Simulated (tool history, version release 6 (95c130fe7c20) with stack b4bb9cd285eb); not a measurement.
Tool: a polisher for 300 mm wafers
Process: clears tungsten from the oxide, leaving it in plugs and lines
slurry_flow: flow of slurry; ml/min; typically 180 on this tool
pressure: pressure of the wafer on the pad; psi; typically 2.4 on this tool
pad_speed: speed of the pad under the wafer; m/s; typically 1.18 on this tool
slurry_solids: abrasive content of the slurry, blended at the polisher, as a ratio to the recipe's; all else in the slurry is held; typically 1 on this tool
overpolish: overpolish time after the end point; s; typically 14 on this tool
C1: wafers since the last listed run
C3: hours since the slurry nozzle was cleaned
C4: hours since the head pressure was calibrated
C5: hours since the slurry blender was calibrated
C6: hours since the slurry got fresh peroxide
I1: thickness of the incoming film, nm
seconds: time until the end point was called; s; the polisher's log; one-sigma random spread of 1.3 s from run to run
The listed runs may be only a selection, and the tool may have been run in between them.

{"run": 1, "day": 0.0, "slurry_flow": 130, "pressure": 2.4, "pad_speed": 1.18, "slurry_solids": 1, "overpolish": 14, "C1": 0, "wafers polished on this pad": 1601, "C3": 520.7, "C4": 1318.5, "C5": 22.7, "C6": 120.1, "I1": 333, "seconds": 115.8}
{"day": 0.817, "done": "worn pad replaced by a new one"}
{"day": 1.479, "done": "slurry tank refilled with fresh slurry and peroxide"}
{"run": 2, "day": 2.121, "slurry_flow": 225, "pressure": 2.4, "pad_speed": 1.18, "slurry_solids": 1, "overpolish": 14, "C1": 513, "wafers polished on this pad": 339, "C3": 571.6, "C4": 1369.4, "C5": 73.6, "C6": 15.4, "I1": 322.3, "seconds": 102.6}
{"run": 3, "day": 3.121, "slurry_flow": 225, "pressure": 2.4, "pad_speed": 1.18, "slurry_solids": 1, "overpolish": 14, "C1": 268, "wafers polished on this pad": 607, "C3": 595.6, "C4": 1393.4, "C5": 97.6, "C6": 39.4, "I1": 330.1, "seconds": 103.3}
{"run": 4, "day": 4.358, "slurry_flow": 180, "pressure": 2.4, "pad_speed": 1.18, "slurry_solids": 1, "overpolish": 14, "C1": 332, "wafers polished on this pad": 940, "C3": 625.3, "C4": 1423.1, "C5": 127.3, "C6": 69.1, "I1": 326, "seconds": 108.3}
{"day": 5.592, "done": "slurry blender recalibrated"}
{"run": 5, "day": 5.612, "slurry_flow": 180, "pressure": 2.4, "pad_speed": 1.18, "slurry_solids": 1, "overpolish": 14, "C1": 314, "wafers polished on this pad": 1254, "C3": 655.4, "C4": 1453.2, "C5": 0.5, "C6": 99.2, "I1": 329.8, "seconds": 106.6}
{"run": 6, "day": 6.992, "slurry_flow": 180, "pressure": 2.4, "pad_speed": 1.18, "slurry_solids": 1, "overpolish": 14, "C1": 370, "wafers polished on this pad": 1625, "C3": 688.5, "C4": 1486.3, "C5": 33.6, "C6": 132.3, "I1": 323, "seconds": 106.1}
{"day": 7.329, "done": "worn pad replaced by a new one"}
{"day": 8.375, "done": "slurry tank refilled with fresh slurry and peroxide"}
{"run": 7, "day": 8.396, "slurry_flow": 180, "pressure": 2.4, "pad_speed": 1.18, "slurry_solids": 1, "overpolish": 19, "C1": 321, "wafers polished on this pad": 274, "C3": 722.2, "C4": 1520, "C5": 67.3, "C6": 0.5, "I1": 327.5, "seconds": 109.2}
{"day": 9.796, "done": "head pressure recalibrated"}
{"run": 8, "day": 9.817, "slurry_flow": 180, "pressure": 2.4, "pad_speed": 1.18, "slurry_solids": 1, "overpolish": 14, "C1": 359, "wafers polished on this pad": 634, "C3": 756.3, "C4": 0.5, "C5": 101.4, "C6": 34.6, "I1": 328.7, "seconds": 110.8}
{"run": 9, "day": 10.417, "slurry_flow": 180, "pressure": 2.4, "pad_speed": 1.18, "slurry_solids": 1, "overpolish": 14, "C1": 161, "wafers polished on this pad": 795, "C3": 770.7, "C4": 14.9, "C5": 115.8, "C6": 49, "I1": 329.2, "seconds": 110.4}
{"day": 11.117, "done": "slurry nozzle cleaned"}
{"run": 10, "day": 11.404, "slurry_flow": 180, "pressure": 2.4, "pad_speed": 1.18, "slurry_solids": 1, "overpolish": 14, "C1": 254, "wafers polished on this pad": 1049, "C3": 6.9, "C4": 38.6, "C5": 139.5, "C6": 72.7, "I1": 324, "seconds": 102.2}
{"run": 11, "day": 12.062, "slurry_flow": 180, "pressure": 2.4, "pad_speed": 1.18, "slurry_solids": 1, "overpolish": 14, "C1": 176, "wafers polished on this pad": 1226, "C3": 22.7, "C4": 54.4, "C5": 155.3, "C6": 88.5, "I1": 327.7, "seconds": 100.3}
{"run": 12, "day": 13.412, "slurry_flow": 180, "pressure": 2.4, "pad_speed": 1.18, "slurry_solids": 1, "overpolish": 17, "C1": 362, "wafers polished on this pad": 1588, "C3": 55.1, "C4": 86.8, "C5": 187.7, "C6": 120.9, "I1": 325.4, "seconds": 102}
{"day": 13.992, "done": "slurry blender recalibrated"}
{"day": 14.475, "done": "worn pad replaced by a new one"}
{"run": 13, "day": 14.904, "slurry_flow": 180, "pressure": 1.9, "pad_speed": 1.18, "slurry_solids": 1, "overpolish": 10, "C1": 333, "wafers polished on this pad": 115, "C3": 90.9, "C4": 122.6, "C5": 21.9, "C6": 156.7, "I1": 323.1, "seconds": 116.2}
{"day": 16.258, "done": "slurry tank refilled with fresh slurry and peroxide"}
{"run": 14, "day": 17.625, "slurry_flow": 180, "pressure": 2.4, "pad_speed": 1.54, "slurry_solids": 1.3, "overpolish": 14, "C1": 719, "wafers polished on this pad": 835, "C3": 156.2, "C4": 187.9, "C5": 87.2, "C6": 32.8, "I1": 328.7, "seconds": 74.4}
{"run": 15, "day": 19.012, "slurry_flow": 180, "pressure": 2.4, "pad_speed": 1.32, "slurry_solids": 1.2, "overpolish": 14, "C1": 372, "wafers polished on this pad": 1207, "C3": 189.5, "C4": 221.2, "C5": 120.5, "C6": 66.1, "I1": 326.3, "seconds": 87.5}
{"run": 16, "day": 19.625, "slurry_flow": 180, "pressure": 2.4, "pad_speed": 1.18, "slurry_solids": 1, "overpolish": 14, "C1": 164, "wafers polished on this pad": 1372, "C3": 204.2, "C4": 235.9, "C5": 135.2, "C6": 80.8, "I1": 332.2, "seconds": 102.4}

What does the tool deliver on the next run?
{"run": 17, "day": 20.325, "slurry_flow": 180, "pressure": 2.4, "pad_speed": 1.18, "slurry_solids": 1, "overpolish": 14, "C1": 188, "wafers polished on this pad": 1560, "C3": 221, "C4": 252.7, "C5": 152, "C6": 97.6, "I1": 326, "seconds": "?"}

{"run 17": {"seconds": 103.5}}
With no hidden state in the tool, this same run would have given seconds 103 s.
